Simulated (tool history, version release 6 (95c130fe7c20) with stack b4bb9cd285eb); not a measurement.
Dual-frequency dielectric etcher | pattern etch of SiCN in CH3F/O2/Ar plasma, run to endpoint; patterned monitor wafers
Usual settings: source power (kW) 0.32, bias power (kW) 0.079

run,hour,source power (kW),bias power (kW),"incoming incoming film thickness, nm",endpoint time (s)
1,0,0.32,0.079,7.92,20.8
# hour 17.4: wet clean of the chamber
2,30.1,0.37,0.094,7.86,18.5
3,55.6,0.37,0.094,7.93,18.7
4,81.3,0.32,0.079,7.95,20.8
5,113.5,0.32,0.079,7.99,20.8
6,157.8,0.32,0.079,7.99,20.8
7,206.6,0.28,0.092,7.89,20.7
8,236,0.28,0.092,7.87,20.6
9,281.3,0.32,0.085,7.98,20.3
10,354.4,0.32,0.085,7.88,20.1
# hour 402.9: wet clean of the chamber
11,403.4,0.32,0.085,7.88,20.2
12,444.2,0.32,0.092,7.97,19.9
13,502.9,0.32,0.092,7.93,19.6
14,578.2,0.32,0.087,7.88,20
15,646.1,0.32,0.079,7.95,20.9
# hour 685.3: bias power generator calibrated
16,698.7,0.32,0.079,7.81,20.4
17,738.7,0.27,0.086,7.91,21.3
18,794.9,0.38,0.073,7.91,19.9
# hour 827: wet clean of the chamber
19,840.9,0.32,0.079,7.9,20.8
20,873.7,0.32,0.079,7.86,20.5
# hour 923.3: upper electrode replaced
# hour 1011: source power generator calibrated
21,1036.5,0.29,0.074,7.92,22
22,1088.4,0.26,0.088,7.91,21.6
23,1143.3,0.4,0.094,7.84,17.9
# hour 1309.2: wet clean of the chamber
24,1336,0.39,0.097,7.84,17.8
25,1379.1,0.32,0.091,7.87,19.8
26,1410,0.37,0.096,7.92,18.6

3 ways to go on from here, each from the tool as it stands after run 26. What would each give?
A,1410.4,0.32,0.079,7.86,?
B,1410.4,0.32,0.086,7.86,?
C,1410.4,0.32,0.065,7.86,?

run,endpoint time (s)
A,20.5
B,20
C,21.7
Without the tool's hidden state the same runs would have given:
run,endpoint time (s)
A,20.5
B,20
C,21.7
